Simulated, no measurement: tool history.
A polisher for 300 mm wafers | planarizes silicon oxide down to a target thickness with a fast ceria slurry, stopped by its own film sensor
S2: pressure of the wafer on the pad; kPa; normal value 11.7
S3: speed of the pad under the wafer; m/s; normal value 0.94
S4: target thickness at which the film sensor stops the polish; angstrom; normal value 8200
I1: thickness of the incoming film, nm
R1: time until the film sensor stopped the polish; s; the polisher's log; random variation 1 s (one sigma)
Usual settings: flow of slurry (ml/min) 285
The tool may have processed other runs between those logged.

run 1 day=0.000 | flow_of_slurry_(ml/min)=285 S2=11.7 S3=1.02 S4=8200 | I1=1369.1 | R1=68.2
run 2 day=2.104 | flow_of_slurry_(ml/min)=285 S2=11.7 S3=1.02 S4=8200 | I1=1387.8 | R1=70.9
run 3 day=3.517 | flow_of_slurry_(ml/min)=285 S2=11.7 S3=0.94 S4=8200 | I1=1374.6 | R1=76.4
run 4 day=5.350 | flow_of_slurry_(ml/min)=285 S2=11.7 S3=0.94 S4=8200 | I1=1397.4 | R1=81.9
run 5 day=8.267 | flow_of_slurry_(ml/min)=285 S2=11.7 S3=0.94 S4=8200 | I1=1395.6 | R1=87.3
-- day=8.446 worn pad replaced by a new one
run 6 day=10.621 | flow_of_slurry_(ml/min)=285 S2=11.7 S3=0.94 S4=8200 | I1=1417.1 | R1=79.5
-- day=12.329 head pressure recalibrated
-- day=12.804 slurry nozzle cleaned
run 7 day=12.904 | flow_of_slurry_(ml/min)=285 S2=11.7 S3=0.94 S4=8200 | I1=1362.5 | R1=73.9
run 8 day=13.988 | flow_of_slurry_(ml/min)=285 S2=11.7 S3=0.94 S4=6810 | I1=1389.1 | R1=97.5
run 9 day=14.992 | flow_of_slurry_(ml/min)=285 S2=11.7 S3=0.94 S4=6810 | I1=1382.7 | R1=98.5
run 10 day=16.446 | flow_of_slurry_(ml/min)=285 S2=11.7 S3=0.94 S4=8200 | I1=1364.0 | R1=78.0
-- day=17.483 worn pad replaced by a new one
run 11 day=18.479 | flow_of_slurry_(ml/min)=360 S2=11.7 S3=0.94 S4=8200 | I1=1402.8 | R1=75.1
run 12 day=19.979 | flow_of_slurry_(ml/min)=360 S2=11.7 S3=0.94 S4=8200 | I1=1388.0 | R1=74.9
run 13 day=22.858 | flow_of_slurry_(ml/min)=255 S2=10.3 S3=0.72 S4=9370 | I1=1391.1 | R1=91.9
run 14 day=26.221 | flow_of_slurry_(ml/min)=285 S2=9.0 S3=0.66 S4=9810 | I1=1387.6 | R1=105.4
-- day=27.821 slurry nozzle cleaned
-- day=28.092 worn pad replaced by a new one, of another model than before
run 15 day=28.875 | flow_of_slurry_(ml/min)=335 S2=10.3 S3=0.94 S4=8200 | I1=1381.7 | R1=79.6
run 16 day=31.200 | flow_of_slurry_(ml/min)=225 S2=8.3 S3=1.04 S4=9740 | I1=1379.8 | R1=65.0
run 17 day=33.492 | flow_of_slurry_(ml/min)=285 S2=11.7 S3=0.94 S4=7660 | I1=1379.0 | R1=84.9
run 18 day=35.254 | flow_of_slurry_(ml/min)=285 S2=11.7 S3=0.94 S4=8200 | I1=1374.5 | R1=77.9
run 19 day=36.512 | flow_of_slurry_(ml/min)=215 S2=10.3 S3=0.94 S4=8200 | I1=1405.8 | R1=96.4
-- day=36.725 head pressure recalibrated
-- day=38.292 worn pad replaced by a new one
run 20 day=38.592 | flow_of_slurry_(ml/min)=285 S2=11.7 S3=0.94 S4=8200 | I1=1418.7 | R1=79.9
run 21 day=41.117 | flow_of_slurry_(ml/min)=350 S2=15.2 S3=0.94 S4=8200 | I1=1408.7 | R1=63.5
-- day=43.042 slurry nozzle cleaned
run 22 day=43.946 | flow_of_slurry_(ml/min)=285 S2=11.7 S3=0.94 S4=7140 | I1=1410.9 | R1=98.3
run 23 day=45.267 | flow_of_slurry_(ml/min)=360 S2=11.7 S3=0.76 S4=8200 | I1=1404.1 | R1=91.1
-- day=49.054 worn pad replaced by a new one
run 24 day=51.875 | flow_of_slurry_(ml/min)=285 S2=7.6 S3=1.20 S4=6230 | I1=1410.2 | R1=121.8

5 ways to go on from here, each from the tool as it stands after run 24. What would each give?
run A day=51.892 | flow_of_slurry_(ml/min)=285 S2=11.7 S3=0.94 S4=8200 | I1=1365.1 | R1=?
run B day=51.892 | flow_of_slurry_(ml/min)=325 S2=15.2 S3=0.94 S4=8200 | I1=1365.1 | R1=?
run C day=51.892 | flow_of_slurry_(ml/min)=285 S2=15.2 S3=0.94 S4=9850 | I1=1365.1 | R1=?
run D day=51.892 | flow_of_slurry_(ml/min)=230 S2=11.7 S3=1.08 S4=8200 | I1=1365.1 | R1=?
run E day=51.892 | flow_of_slurry_(ml/min)=250 S2=15.9 S3=0.94 S4=8200 | I1=1365.1 | R1=?

run=A R1=72.0
run=B R1=59.0
run=C R1=41.5
run=D R1=67.2
run=E R1=58.1
The same runs, with their run-to-run variation unchanged, on a tool lacking any hidden condition would have given:
run=A R1=70.4
run=B R1=57.7
run=C R1=40.6
run=D R1=65.7
run=E R1=56.9
